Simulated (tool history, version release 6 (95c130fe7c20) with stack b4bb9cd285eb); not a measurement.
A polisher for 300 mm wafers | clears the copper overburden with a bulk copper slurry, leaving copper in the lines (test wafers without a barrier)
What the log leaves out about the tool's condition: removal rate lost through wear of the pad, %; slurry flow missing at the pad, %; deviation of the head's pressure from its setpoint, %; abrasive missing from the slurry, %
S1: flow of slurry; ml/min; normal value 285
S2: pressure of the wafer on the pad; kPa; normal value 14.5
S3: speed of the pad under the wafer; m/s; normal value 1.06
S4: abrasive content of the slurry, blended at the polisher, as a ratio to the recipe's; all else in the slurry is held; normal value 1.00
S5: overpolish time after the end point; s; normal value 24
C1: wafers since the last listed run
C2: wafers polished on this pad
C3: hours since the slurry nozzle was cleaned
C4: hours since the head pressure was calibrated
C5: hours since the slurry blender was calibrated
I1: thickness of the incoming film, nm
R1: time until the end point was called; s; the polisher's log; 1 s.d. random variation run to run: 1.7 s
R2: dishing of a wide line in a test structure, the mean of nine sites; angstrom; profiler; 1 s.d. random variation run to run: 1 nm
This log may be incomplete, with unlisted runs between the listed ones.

run 1 hour=0.0 | S1=285 S2=15.9 S3=1.06 S4=1.00 S5=16 | C1=0 C2=438 C3=762.1 C4=353.3 C5=319.6 | I1=921.8 | R1=105.1 R2=638
-- hour=61.6 slurry nozzle cleaned
-- hour=81.1 slurry blender recalibrated
run 2 hour=104.6 | S1=285 S2=15.9 S3=1.06 S4=1.00 S5=16 | C1=569 C2=1007 C3=43.0 C4=457.9 C5=23.5 | I1=914.8 | R1=97.0 R2=641
run 3 hour=157.7 | S1=285 S2=15.9 S3=1.06 S4=1.00 S5=16 | C1=297 C2=1304 C3=96.1 C4=511.0 C5=76.6 | I1=917.7 | R1=94.8 R2=656
-- hour=166.6 worn pad replaced by a new one
-- hour=484.8 worn pad replaced by a new one
run 4 hour=485.3 | S1=285 S2=14.5 S3=1.06 S4=1.15 S5=24 | C1=1790 C2=2 C3=423.7 C4=838.6 C5=404.2 | I1=914.0 | R1=107.9 R2=733
-- hour=520.5 slurry blender recalibrated
run 5 hour=566.8 | S1=285 S2=14.5 S3=1.06 S4=1.15 S5=24 | C1=445 C2=448 C3=505.2 C4=920.1 C5=46.3 | I1=932.5 | R1=104.1 R2=738
run 6 hour=668.7 | S1=285 S2=14.5 S3=1.06 S4=1.15 S5=24 | C1=570 C2=1019 C3=607.1 C4=1022.0 C5=148.2 | I1=916.6 | R1=105.1 R2=749
run 7 hour=760.5 | S1=285 S2=14.5 S3=1.32 S4=1.00 S5=24 | C1=514 C2=1533 C3=698.9 C4=1113.8 C5=240.0 | I1=897.6 | R1=85.7 R2=784
-- hour=769.6 worn pad replaced by a new one
run 8 hour=822.4 | S1=285 S2=14.5 S3=1.32 S4=1.00 S5=24 | C1=324 C2=295 C3=760.8 C4=1175.7 C5=301.9 | I1=906.1 | R1=87.6 R2=768
-- hour=829.2 head pressure recalibrated
run 9 hour=888.8 | S1=285 S2=15.9 S3=1.42 S4=1.00 S5=24 | C1=360 C2=656 C3=827.2 C4=59.6 C5=368.3 | I1=905.7 | R1=75.9 R2=837
-- hour=936.3 slurry blender recalibrated
run 10 hour=951.4 | S1=285 S2=11.0 S3=1.06 S4=1.15 S5=24 | C1=339 C2=996 C3=889.8 C4=122.2 C5=15.1 | I1=926.9 | R1=133.3 R2=645
-- hour=989.7 slurry nozzle cleaned
run 11 hour=999.4 | S1=335 S2=14.5 S3=1.28 S4=0.70 S5=29 | C1=263 C2=1259 C3=9.7 C4=170.2 C5=63.1 | I1=932.0 | R1=91.4 R2=808
-- hour=1033.0 worn pad replaced by a new one
run 12 hour=1098.7 | S1=285 S2=16.5 S3=0.78 S4=0.80 S5=24 | C1=534 C2=367 C3=109.0 C4=269.5 C5=162.4 | I1=924.3 | R1=134.8 R2=678
run 13 hour=1159.0 | S1=255 S2=14.5 S3=1.06 S4=0.75 S5=32 | C1=337 C2=705 C3=169.3 C4=329.8 C5=222.7 | I1=914.1 | R1=112.2 R2=808
run 14 hour=1237.6 | S1=285 S2=14.5 S3=1.06 S4=0.85 S5=29 | C1=440 C2=1146 C3=247.9 C4=408.4 C5=301.3 | I1=925.6 | R1=112.8 R2=765
run 15 hour=1287.3 | S1=285 S2=14.5 S3=1.06 S4=1.10 S5=24 | C1=278 C2=1424 C3=297.6 C4=458.1 C5=351.0 | I1=916.9 | R1=107.5 R2=746

Run 16, settings as shown, results not yet in. Your forecast:
-- hour=1309.9 worn pad replaced by a new one
run 16 hour=1363.3 | S1=285 S2=14.5 S3=1.06 S4=1.00 S5=24 | C1=403 C2=299 C3=373.6 C4=534.1 C5=427.0 | I1=925.0 | R1=? R2=?

R1: 112.8 s
R2: 711 angstrom
On a tool with no hidden condition, and with the same random variation, this run would have come out at R1 103.9 s, R2 732 angstrom.
